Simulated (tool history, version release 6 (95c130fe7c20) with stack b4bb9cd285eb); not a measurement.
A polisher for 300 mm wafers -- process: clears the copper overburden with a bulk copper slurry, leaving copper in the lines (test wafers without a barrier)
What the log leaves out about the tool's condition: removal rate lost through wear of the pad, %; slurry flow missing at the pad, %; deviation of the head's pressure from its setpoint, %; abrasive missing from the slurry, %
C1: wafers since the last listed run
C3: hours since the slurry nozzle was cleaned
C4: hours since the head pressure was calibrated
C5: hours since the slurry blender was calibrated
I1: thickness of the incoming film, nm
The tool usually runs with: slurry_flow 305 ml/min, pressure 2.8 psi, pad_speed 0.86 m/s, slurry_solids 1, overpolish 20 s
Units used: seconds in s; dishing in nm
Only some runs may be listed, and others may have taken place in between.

run 1 hour=0 | slurry_flow=305 pressure=2.8 pad_speed=0.86 slurry_solids=1 overpolish=20 | C1=0 wafers_polished_on_this_pad=216 C3=628.1 C4=894.6 C5=308.9 | I1=1194.7 | seconds=169.4 dishing=77.5
run 2 hour=24.7 | slurry_flow=305 pressure=2.8 pad_speed=0.86 slurry_solids=1 overpolish=20 | C1=196 wafers_polished_on_this_pad=413 C3=652.8 C4=919.3 C5=333.6 | I1=1222.2 | seconds=175 dishing=78.8
run 3 hour=36.4 | slurry_flow=305 pressure=2.8 pad_speed=0.86 slurry_solids=1 overpolish=20 | C1=93 wafers_polished_on_this_pad=506 C3=664.5 C4=931 C5=345.3 | I1=1191.1 | seconds=170 dishing=76.8
run 4 hour=52.2 | slurry_flow=305 pressure=2.8 pad_speed=0.86 slurry_solids=1 overpolish=20 | C1=125 wafers_polished_on_this_pad=632 C3=680.3 C4=946.8 C5=361.1 | I1=1198.1 | seconds=174.3 dishing=78.4
run 5 hour=66.5 | slurry_flow=305 pressure=2.8 pad_speed=0.86 slurry_solids=1 overpolish=20 | C1=113 wafers_polished_on_this_pad=746 C3=694.6 C4=961.1 C5=375.4 | I1=1231.3 | seconds=179.3 dishing=77.2
run 6 hour=80.3 | slurry_flow=305 pressure=2.8 pad_speed=0.86 slurry_solids=1 overpolish=20 | C1=109 wafers_polished_on_this_pad=855 C3=708.4 C4=974.9 C5=389.2 | I1=1218.6 | seconds=178.3 dishing=75
run 7 hour=97.4 | slurry_flow=305 pressure=2.8 pad_speed=0.86 slurry_solids=1.2 overpolish=20 | C1=136 wafers_polished_on_this_pad=992 C3=725.5 C4=992 C5=406.3 | I1=1213.4 | seconds=168.9 dishing=78.3
-- hour=108.3 head pressure recalibrated
-- hour=110.9 slurry blender recalibrated
run 8 hour=111.4 | slurry_flow=305 pressure=2.8 pad_speed=0.86 slurry_solids=1.2 overpolish=20 | C1=79 wafers_polished_on_this_pad=1071 C3=739.5 C4=3.1 C5=0.5 | I1=1220.6 | seconds=150.7 dishing=86.5
-- hour=119.4 worn pad replaced by a new one
run 9 hour=119.9 | slurry_flow=305 pressure=2.8 pad_speed=0.86 slurry_solids=1 overpolish=20 | C1=35 wafers_polished_on_this_pad=3 C3=748 C4=11.6 C5=9 | I1=1204.3 | seconds=156.7 dishing=85.7
run 10 hour=129.6 | slurry_flow=305 pressure=2.8 pad_speed=0.86 slurry_solids=1 overpolish=20 | C1=77 wafers_polished_on_this_pad=81 C3=757.7 C4=21.3 C5=18.7 | I1=1192 | seconds=154.4 dishing=81.7
run 11 hour=144.1 | slurry_flow=305 pressure=2.8 pad_speed=0.86 slurry_solids=1 overpolish=20 | C1=115 wafers_polished_on_this_pad=196 C3=772.2 C4=35.8 C5=33.2 | I1=1213.8 | seconds=157.4 dishing=83.1
run 12 hour=157.8 | slurry_flow=305 pressure=2.8 pad_speed=0.86 slurry_solids=0.8 overpolish=14 | C1=109 wafers_polished_on_this_pad=305 C3=785.9 C4=49.5 C5=46.9 | I1=1203.9 | seconds=163 dishing=62.8
-- hour=159.5 slurry nozzle cleaned
run 13 hour=171.5 | slurry_flow=245 pressure=2.8 pad_speed=1.14 slurry_solids=1 overpolish=13 | C1=101 wafers_polished_on_this_pad=406 C3=12 C4=63.2 C5=60.6 | I1=1231 | seconds=125.8 dishing=70.8
run 14 hour=180.6 | slurry_flow=340 pressure=1.8 pad_speed=0.98 slurry_solids=1 overpolish=20 | C1=72 wafers_polished_on_this_pad=479 C3=21.1 C4=72.3 C5=69.7 | I1=1223.2 | seconds=184.7 dishing=71.7
run 15 hour=196.7 | slurry_flow=305 pressure=2.8 pad_speed=0.86 slurry_solids=1 overpolish=20 | C1=128 wafers_polished_on_this_pad=607 C3=37.2 C4=88.4 C5=85.8 | I1=1218.6 | seconds=147.4 dishing=86.8
run 16 hour=213.9 | slurry_flow=220 pressure=3.4 pad_speed=0.68 slurry_solids=1 overpolish=26 | C1=136 wafers_polished_on_this_pad=744 C3=54.4 C4=105.6 C5=103 | I1=1230.2 | seconds=151.2 dishing=108.6
run 17 hour=225.8 | slurry_flow=305 pressure=2.8 pad_speed=1.02 slurry_solids=0.75 overpolish=20 | C1=94 wafers_polished_on_this_pad=839 C3=66.3 C4=117.5 C5=114.9 | I1=1216.1 | seconds=141.3 dishing=90.3
run 18 hour=241 | slurry_flow=305 pressure=2.8 pad_speed=0.86 slurry_solids=1 overpolish=25 | C1=121 wafers_polished_on_this_pad=960 C3=81.5 C4=132.7 C5=130.1 | I1=1217.7 | seconds=150.1 dishing=100.8
run 19 hour=258.8 | slurry_flow=305 pressure=1.8 pad_speed=0.86 slurry_solids=1.1 overpolish=20 | C1=141 wafers_polished_on_this_pad=1101 C3=99.3 C4=150.5 C5=147.9 | I1=1211 | seconds=203.2 dishing=68.1
run 20 hour=264.8 | slurry_flow=345 pressure=3.5 pad_speed=0.86 slurry_solids=1 overpolish=20 | C1=47 wafers_polished_on_this_pad=1149 C3=105.3 C4=156.5 C5=153.9 | I1=1222.2 | seconds=122.5 dishing=102
-- hour=277.6 worn pad replaced by a new one
run 21 hour=279 | slurry_flow=305 pressure=2.8 pad_speed=0.86 slurry_solids=1 overpolish=20 | C1=81 wafers_polished_on_this_pad=11 C3=119.5 C4=170.7 C5=168.1 | I1=1208.8 | seconds=147.9 dishing=86.1
run 22 hour=287.1 | slurry_flow=305 pressure=2.8 pad_speed=0.86 slurry_solids=1 overpolish=20 | C1=64 wafers_polished_on_this_pad=76 C3=127.6 C4=178.8 C5=176.2 | I1=1233.9 | seconds=151.2 dishing=87.3
run 23 hour=303.9 | slurry_flow=305 pressure=2.8 pad_speed=0.94 slurry_solids=1.15 overpolish=28 | C1=133 wafers_polished_on_this_pad=209 C3=144.4 C4=195.6 C5=193 | I1=1221.7 | seconds=138.1 dishing=108.6
run 24 hour=310.5 | slurry_flow=305 pressure=2.8 pad_speed=0.86 slurry_solids=1 overpolish=20 | C1=52 wafers_polished_on_this_pad=262 C3=151 C4=202.2 C5=199.6 | I1=1216.1 | seconds=153.3 dishing=85.1
run 25 hour=323.6 | slurry_flow=235 pressure=3.5 pad_speed=0.86 slurry_solids=0.9 overpolish=20 | C1=104 wafers_polished_on_this_pad=366 C3=164.1 C4=215.3 C5=212.7 | I1=1205.1 | seconds=133.9 dishing=92.9

For each run, what was the tool's unlogged condition?
removal rate lost through wear of the pad, %: 0 at every run
abrasive missing from the slurry, %: 0 at every run
H1: slurry flow missing at the pad, %
H2: deviation of the head's pressure from its setpoint, %
run=1 H1=41.6 H2=-11.3
run=2 H1=41.9 H2=-11.9
run=3 H1=42 H2=-12.2
run=4 H1=42.2 H2=-12.6
run=5 H1=42.3 H2=-13
run=6 H1=42.5 H2=-13.4
run=7 H1=42.6 H2=-13.8
run=8 H1=42.7 H2=1.01
run=9 H1=42.8 H2=1.01
run=10 H1=42.9 H2=1.01
run=11 H1=43 H2=0.995
run=12 H1=43.1 H2=0.978
run=13 H1=4.88 H2=0.957
run=14 H1=6.34 H2=0.94
run=15 H1=8.81 H2=0.904
run=16 H1=11.3 H2=0.857
run=17 H1=12.9 H2=0.82
run=18 H1=14.8 H2=0.767
run=19 H1=16.9 H2=0.697
run=20 H1=17.6 H2=0.672
run=21 H1=19.2 H2=0.607
run=22 H1=20 H2=0.567
run=23 H1=21.7 H2=0.48
run=24 H1=22.3 H2=0.443
run=25 H1=23.5 H2=0.367
